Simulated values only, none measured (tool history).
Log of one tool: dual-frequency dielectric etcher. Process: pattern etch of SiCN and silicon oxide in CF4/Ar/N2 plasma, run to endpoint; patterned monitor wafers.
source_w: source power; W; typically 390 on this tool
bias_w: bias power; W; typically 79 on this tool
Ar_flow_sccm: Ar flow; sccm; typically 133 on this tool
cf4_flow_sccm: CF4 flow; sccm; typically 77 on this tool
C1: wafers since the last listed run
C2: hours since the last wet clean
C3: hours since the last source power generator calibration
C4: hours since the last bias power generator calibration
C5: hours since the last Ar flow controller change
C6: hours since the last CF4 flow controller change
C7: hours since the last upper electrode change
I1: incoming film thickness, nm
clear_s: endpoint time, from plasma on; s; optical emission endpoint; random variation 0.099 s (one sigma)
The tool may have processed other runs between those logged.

Run 1, hour 0: usual settings but bias_w 71 W; C1 0; C2 273.5; C3 1376.9; C4 1427.1; C5 2531.5; C6 4860.3; C7 3829.5; I1 16.42. Result: clear_s 23.2 s.
Run 2, hour 46.5: usual settings but bias_w 71 W; C1 876; C2 320; C3 1423.4; C4 1473.6; C5 2578; C6 4906.8; C7 3876; I1 16.34. Result: clear_s 23 s.
Run 3, hour 74.2: usual settings; C1 521; C2 347.7; C3 1451.1; C4 1501.3; C5 2605.7; C6 4934.5; C7 3903.7; I1 16.31. Result: clear_s 22.3 s.
Run 4, hour 119.9: usual settings; C1 860; C2 393.4; C3 1496.8; C4 1547; C5 2651.4; C6 4980.2; C7 3949.4; I1 16.5. Result: clear_s 22.3 s.
Run 5, hour 145.6: usual settings; C1 484; C2 419.1; C3 1522.5; C4 1572.7; C5 2677.1; C6 5005.9; C7 3975.1; I1 16.4. Result: clear_s 22.4 s.
Run 6, hour 175.8: usual settings; C1 568; C2 449.3; C3 1552.7; C4 1602.9; C5 2707.3; C6 5036.1; C7 4005.3; I1 16.49. Result: clear_s 22.3 s.
At hour 229.5: upper electrode replaced.
Run 7, hour 236.3: usual settings; C1 687; C2 509.8; C3 1613.2; C4 1663.4; C5 2767.8; C6 5096.6; C7 6.8; I1 16.27. Result: clear_s 22 s.
At hour 249.3: CF4 flow controller replaced.
Run 8, hour 268.3: usual settings but Ar_flow_sccm 142 sccm; C1 489; C2 541.8; C3 1645.2; C4 1695.4; C5 2799.8; C6 19; C7 38.8; I1 16.35. Result: clear_s 22.3 s.
At hour 297.5: bias power generator calibrated.
At hour 313.1: wet clean of the chamber.
Run 9, hour 327.8: usual settings but cf4_flow_sccm 63 sccm; C1 752; C2 14.7; C3 1704.7; C4 30.3; C5 2859.3; C6 78.5; C7 98.3; I1 16.35. Result: clear_s 23.9 s.
At hour 349.8: source power generator calibrated.
Run 10, hour 398.6: usual settings but source_w 440 W, Ar_flow_sccm 119 sccm; C1 1258; C2 85.5; C3 48.8; C4 101.1; C5 2930.1; C6 149.3; C7 169.1; I1 16.4. Result: clear_s 19.5 s.
Run 11, hour 442.7: usual settings but source_w 300 W, bias_w 69 W, Ar_flow_sccm 142 sccm, cf4_flow_sccm 88 sccm; C1 830; C2 129.6; C3 92.9; C4 145.2; C5 2974.2; C6 193.4; C7 213.2; I1 16.36. Result: clear_s 31.4 s.
At hour 461.7: Ar flow controller replaced.
Run 12, hour 505.7: usual settings but source_w 310 W, Ar_flow_sccm 160 sccm, cf4_flow_sccm 69 sccm; C1 1073; C2 192.6; C3 155.9; C4 208.2; C5 44; C6 256.4; C7 276.2; I1 16.43. Result: clear_s 31.3 s.
Run 13, hour 572.3: usual settings; C1 1254; C2 259.2; C3 222.5; C4 274.8; C5 110.6; C6 323; C7 342.8; I1 16.38. Result: clear_s 22.5 s.
Run 14, hour 596.6: usual settings but bias_w 66 W; C1 457; C2 283.5; C3 246.8; C4 299.1; C5 134.9; C6 347.3; C7 367.1; I1 16.52. Result: clear_s 24 s.

What the log doesn't show, run by run:
source power that arrives over what is set, %: 0 in every run
bias power that arrives over what is set, %: 0 in every run
Ar flow that arrives over what is set, %: 0 in every run
CF4 flow that arrives over what is set, %: 0 in every run
H1: etch rate over this chamber's usual, %
run     H1
  1   1.51
  2   1.78
  3   1.94
  4    2.2
  5   2.34
  6   2.51
  7   2.86
  8   3.04
  9  0.183
 10  0.586
 11  0.837
 12    1.2
 13   1.57
 14   1.71
